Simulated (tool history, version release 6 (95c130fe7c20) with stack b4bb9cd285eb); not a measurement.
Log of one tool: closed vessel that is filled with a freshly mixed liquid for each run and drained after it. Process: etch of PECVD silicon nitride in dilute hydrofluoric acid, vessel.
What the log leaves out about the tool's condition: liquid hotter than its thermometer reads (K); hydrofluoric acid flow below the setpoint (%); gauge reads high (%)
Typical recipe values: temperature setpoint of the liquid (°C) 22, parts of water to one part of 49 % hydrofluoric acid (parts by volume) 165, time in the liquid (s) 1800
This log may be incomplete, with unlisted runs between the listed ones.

run   hour  temperature setpoint of the liquid (°C)  parts of water to one part of 49 % hydrofluoric acid (parts by volume)  time in the liquid (s)  wafers since the last listed run  hours since the thermometer was replaced  hours since the hydrofluoric acid flow meter was replaced  hours since the gauge calibration  read-back film thickness of the PECVD silicon nitride reference wafer, read on the same gauge (nm)  thickness taken off the PECVD silicon nitride on a monitor wafer (nm)
  1      0                                       22                                                                     165                    1800                                 0                                    1128.3                                                      333.1                              170.7                                                                                              150.03                                                                  65.65
  2    7.7                                       22                                                                     165                    1800                               408                                      1136                                                      340.8                              178.4                                                                                              150.04                                                                  64.61
  3   14.5                                       22                                                                     165                    1800                               360                                    1142.8                                                      347.6                              185.2                                                                                              150.02                                                                  64.21
  4   21.5                                       22                                                                     165                    1800                               371                                    1149.8                                                      354.6                              192.2                                                                                                 150                                                                  64.35
  5   37.5                                       22                                                                     105                    2515                               848                                    1165.8                                                      370.6                              208.2                                                                                                 150                                                                 143.51
  6   50.5                                       22                                                                     165                    1800                               689                                    1178.8                                                      383.6                              221.2                                                                                              149.98                                                                  63.78
  7   62.8                                       22                                                                     165                    1800                               652                                    1191.1                                                      395.9                              233.5                                                                                              149.99                                                                  64.32
  8   75.9                                     23.5                                                                     195                    1800                               694                                    1204.2                                                        409                              246.6                                                                                                 150                                                                   60.7
  9   85.5                                     23.5                                                                     195                    1800                               509                                    1213.8                                                      418.6                              256.2                                                                                              149.99                                                                   59.5
 10   98.4                                     23.5                                                                     195                    1800                               684                                    1226.7                                                      431.5                              269.1                                                                                              149.99                                                                  60.61
 11    110                                       22                                                                     165                    1800                               615                                    1238.3                                                      443.1                              280.7                                                                                              150.01                                                                  65.08
 12  126.8                                       22                                                                     165                    1800                               890                                    1255.1                                                      459.9                              297.5                                                                                              150.05                                                                  64.76
 13  133.9                                       22                                                                     165                    1520                               376                                    1262.2                                                        467                              304.6                                                                                                 150                                                                  54.56
     139.3  -- thermometer replaced
 14    143                                       22                                                                     165                    1520                               429                                       3.7                                                      476.1                              313.7                                                                                              149.97                                                                  45.41
 15  159.8                                       22                                                                     165                    1800                               890                                      20.5                                                      492.9                              330.5                                                                                              150.03                                                                  54.09
     165.7  -- gauge calibrated
       168  -- hydrofluoric acid flow meter replaced
 16  170.3                                       22                                                                     165                    1800                               503                                        31                                                        2.3                                4.6                                                                                              150.01                                                                  57.82
 17  185.3                                     24.5                                                                     165                    1800                               795                                        46                                                       17.3                               19.6                                                                                              149.95                                                                  68.76
 18    203                                       20                                                                     225                    2070                               938                                      63.7                                                         35                               37.3                                                                                              150.02                                                                  43.05
 19  214.1                                     20.5                                                                     165                    1800                               588                                      74.8                                                       46.1                               48.4                                                                                                 150                                                                  51.37
 20  231.4                                       22                                                                     165                    1800                               917                                      92.1                                                       63.4                               65.7                                                                                              150.01                                                                  57.27
 21  247.6                                       22                                                                      90                    2400                               859                                     108.3                                                       79.6                               81.9                                                                                              150.02                                                                 139.51
 22    264                                       22                                                                     165                    1800                               869                                     124.7                                                         96                               98.3                                                                                                 150                                                                  58.05
 23  274.5                                       26                                                                     200                    1130                               556                                     135.2                                                      106.5                              108.8                                                                                              149.99                                                                  38.62
 24  282.5                                     20.5                                                                     165                    1340                               424                                     143.2                                                      114.5                              116.8                                                                                              150.02                                                                  39.16
 25  294.3                                     26.5                                                                     165                    1800                               625                                       155                                                      126.3                              128.6                                                                                              150.01                                                                  77.73
 26  310.4                                       22                                                                     165                    1800                               853                                     171.1                                                      142.4                              144.7                                                                                              149.99                                                                  57.83
 27    317                                       26                                                                     200                    1130                               350                                     177.7                                                        149                              151.3                                                                                              150.03                                                                  38.56
 28  323.9                                     20.5                                                                     245                     895                               365                                     184.6                                                      155.9                              158.2                                                                                              149.96                                                                  17.79
 29  334.4                                       22                                                                     165                    1800                               556                                     195.1                                                      166.4                              168.7                                                                                              150.01                                                                  57.54
 30  346.9                                       22                                                                     165                    2405                               662                                     207.6                                                      178.9                              181.2                                                                                              150.01                                                                  77.33
 31  360.8                                     25.5                                                                     135                    1800                               737                                     221.5                                                      192.8                              195.1                                                                                              149.98                                                                  87.78
 32    375                                       22                                                                     165                    1800                               753                                     235.7                                                        207                              209.3                                                                                              149.94                                                                  57.85

Take each entry between the runs: how does the hidden state at the last listed run before it differ from the hidden state at the first listed run after it?
Logged between run 13 and run 14: thermometer replaced (hour 139.3)
  liquid hotter than its thermometer reads (K): 3.04 -> 0.0851; hydrofluoric acid flow below the setpoint (%): 7.55 -> 7.7
  difference, measured minus the result without the unlogged condition, thickness taken off the PECVD silicon nitride on a monitor wafer (nm): +6.06 -> -3.43
Logged between run 15 and run 16: gauge calibrated (hour 165.7); hydrofluoric acid flow meter replaced (hour 168)
  liquid hotter than its thermometer reads (K): 0.12 -> 0.142; hydrofluoric acid flow below the setpoint (%): 7.97 -> 0.456
  difference, measured minus the result without the unlogged condition, thickness taken off the PECVD silicon nitride on a monitor wafer (nm): -4.13 -> +0.27
